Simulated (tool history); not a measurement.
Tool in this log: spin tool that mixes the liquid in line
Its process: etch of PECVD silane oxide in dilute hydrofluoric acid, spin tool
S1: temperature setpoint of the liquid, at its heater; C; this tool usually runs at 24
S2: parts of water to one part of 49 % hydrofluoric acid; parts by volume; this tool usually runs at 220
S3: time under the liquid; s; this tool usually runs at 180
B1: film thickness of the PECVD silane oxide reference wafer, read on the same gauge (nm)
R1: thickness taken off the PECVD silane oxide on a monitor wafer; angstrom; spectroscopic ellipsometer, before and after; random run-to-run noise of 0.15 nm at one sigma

Run 1, hour 0: usual settings; B1 40.02. Result: R1 193.8 angstrom.
Run 2, hour 36.6: usual settings but S3 215 s; B1 40. Result: R1 229.8 angstrom.
Run 3, hour 74.5: usual settings but S3 215 s; B1 40.02. Result: R1 229.2 angstrom.
Run 4, hour 138: usual settings but S3 215 s; B1 40.01. Result: R1 229.7 angstrom.
Run 5, hour 179: usual settings but S1 27 C; B1 40.02. Result: R1 212.3 angstrom.
At hour 233.3: gauge calibrated.
Run 6, hour 239.5: usual settings but S1 27 C; B1 39.99. Result: R1 211.5 angstrom.
Run 7, hour 272.9: usual settings but S1 26 C; B1 40.01. Result: R1 203.6 angstrom.
Run 8, hour 316.8: usual settings but S1 26 C; B1 40.01. Result: R1 203.8 angstrom.
Run 9, hour 352.3: usual settings but S1 26 C; B1 39.97. Result: R1 202.4 angstrom.
Run 10, hour 397.7: usual settings; B1 40.04. Result: R1 190.8 angstrom.
Run 11, hour 452.6: usual settings; B1 40.01. Result: R1 189 angstrom.
Run 12, hour 524.3: usual settings; B1 40. Result: R1 189.1 angstrom.
Run 13, hour 569.2: usual settings but S1 22.5 C, S3 260 s; B1 40.03. Result: R1 260 angstrom.
Run 14, hour 600.3: usual settings but S2 175 parts by volume, S3 110 s; B1 40. Result: R1 150.2 angstrom.
Run 15, hour 664: usual settings but S1 21 C, S2 190 parts by volume, S3 240 s; B1 40.02. Result: R1 265.2 angstrom.
Run 16, hour 726.1: usual settings but S1 25.5 C, S2 275 parts by volume; B1 39.96. Result: R1 146.7 angstrom.
Run 17, hour 764.6: usual settings; B1 40.03. Result: R1 187.3 angstrom.
Run 18, hour 968: usual settings; B1 40.04. Result: R1 184.2 angstrom.
Run 19, hour 1000.6: usual settings but S1 27.5 C, S2 170 parts by volume, S3 225 s; B1 40.03. Result: R1 357.1 angstrom.
Run 20, hour 1041.5: usual settings but S2 145 parts by volume, S3 245 s; B1 40. Result: R1 407.4 angstrom.
At hour 1053.8: hydrofluoric acid flow meter replaced.
At hour 1162.4: thermometer replaced.
Run 21, hour 1188.6: usual settings but S1 21 C; B1 40.02. Result: R1 171.8 angstrom.
Run 22, hour 1223.7: usual settings but S2 185 parts by volume; B1 40.02. Result: R1 240.6 angstrom.
Run 23, hour 1253: usual settings but S1 21 C, S2 115 parts by volume, S3 230 s; B1 40.02. Result: R1 474.8 angstrom.
Run 24, hour 1287.8: usual settings but S2 170 parts by volume; B1 39.98. Result: R1 263 angstrom.
Run 25, hour 1336.6: usual settings; B1 40.01. Result: R1 191 angstrom.
Run 26, hour 1381.3: usual settings but S3 215 s; B1 40. Result: R1 231.1 angstrom.
Run 27, hour 1413.6: usual settings but S2 110 parts by volume, S3 265 s; B1 40.04. Result: R1 647.7 angstrom.

For run 28, what comes out?
Run 28, hour 1453: usual settings but S2 270 parts by volume, S3 150 s; B1 ?. Result: R1 ?.

{"run 28": {"B1": 40, "R1": 122.4}}
Without the tool's hidden state the same run would have given R1 125.2 angstrom.

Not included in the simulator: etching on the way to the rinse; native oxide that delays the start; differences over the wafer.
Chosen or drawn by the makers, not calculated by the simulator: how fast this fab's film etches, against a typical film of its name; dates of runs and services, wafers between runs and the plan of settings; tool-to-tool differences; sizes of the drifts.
